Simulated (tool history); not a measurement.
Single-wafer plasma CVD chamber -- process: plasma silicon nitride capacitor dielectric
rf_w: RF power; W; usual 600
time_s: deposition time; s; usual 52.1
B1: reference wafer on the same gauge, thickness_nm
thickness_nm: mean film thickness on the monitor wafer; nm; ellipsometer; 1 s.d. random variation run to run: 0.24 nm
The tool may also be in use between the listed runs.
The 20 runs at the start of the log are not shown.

At hour 499.2: gauge calibrated.
Run 21, hour 517.6: usual settings but time_s 43.5 s; B1 61.546. Result: thickness_nm 59.491 nm.
Run 22, hour 541.4: usual settings but rf_w 545 W; B1 61.41. Result: thickness_nm 68.634 nm.
At hour 563.9: RF generator calibrated.
Run 23, hour 575.8: usual settings but rf_w 550 W, time_s 58.3 s; B1 61.539. Result: thickness_nm 79.996 nm.
Run 24, hour 608.6: usual settings but rf_w 530 W, time_s 56.1 s; B1 61.455. Result: thickness_nm 75.76 nm.
Run 25, hour 644.5: usual settings but rf_w 550 W, time_s 46.1 s; B1 61.526. Result: thickness_nm 63.15 nm.
Run 26, hour 658.4: usual settings; B1 61.574. Result: thickness_nm 73.86 nm.
Run 27, hour 677.4: usual settings but rf_w 495 W; B1 61.417. Result: thickness_nm 67.987 nm.
Run 28, hour 703.3: usual settings; B1 61.474. Result: thickness_nm 73.429 nm.
Run 29, hour 730.9: usual settings but rf_w 515 W, time_s 47 s; B1 61.532. Result: thickness_nm 62.134 nm.
Run 30, hour 745.4: usual settings but rf_w 650 W, time_s 59.6 s; B1 61.522. Result: thickness_nm 86.887 nm.
Run 31, hour 761.7: usual settings but rf_w 515 W, time_s 55.3 s; B1 61.432. Result: thickness_nm 73.714 nm.
Run 32, hour 791.9: usual settings but time_s 47.5 s; B1 61.448. Result: thickness_nm 66.993 nm.
Run 33, hour 814: usual settings but rf_w 525 W; B1 61.445. Result: thickness_nm 69.387 nm.
Run 34, hour 846.2: usual settings; B1 61.457. Result: thickness_nm 73.54 nm.

What will run 35 give?
Run 35, hour 866.7: usual settings but rf_w 500 W; B1 ?. Result: thickness_nm ?.

B1: 61.509
thickness_nm: 68.179 nm
If the tool had no hidden condition, the same run with the same run-to-run variation would have returned thickness_nm 68.596 nm.
